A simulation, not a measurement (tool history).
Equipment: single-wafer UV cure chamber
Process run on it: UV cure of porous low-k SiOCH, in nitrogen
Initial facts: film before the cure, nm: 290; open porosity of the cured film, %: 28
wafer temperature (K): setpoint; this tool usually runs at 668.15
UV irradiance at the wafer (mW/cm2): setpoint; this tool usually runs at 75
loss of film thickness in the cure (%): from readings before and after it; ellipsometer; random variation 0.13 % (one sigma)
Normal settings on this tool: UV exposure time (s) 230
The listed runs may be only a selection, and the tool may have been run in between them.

run   hour  wafer temperature (K)  UV exposure time (s)  UV irradiance at the wafer (mW/cm2)  loss of film thickness in the cure (%)
  1      0                 668.15                   230                                   75                                  11.239
  2   59.2                 668.15                   230                                   75                                  10.662
  3   83.9                 668.15                   230                                   75                                  10.651
  4    121                 668.15                   230                                   75                                  10.799
  5  145.5                 668.15                   230                                   75                                  10.707
  6  187.1                 668.15                   230                                   75                                  10.709
  7  259.7                 668.15                   230                                   75                                  10.603
  8  308.3                 668.15                   230                                   75                                  10.577
     365.2  -- quartz window cleaned
  9  373.9                 668.15                   230                                   75                                  11.706
 10    443                 668.15                   230                                   75                                  11.069
 11  577.2                 674.15                   310                                  107                                  13.817

For run 12, what comes out?
 12   643                 668.15                   165                                   92                                       ?

Logged for run 12: loss of film thickness in the cure (%) 10.032.
With no hidden state in the tool, this same run would have given loss of film thickness in the cure (%) 10.985.
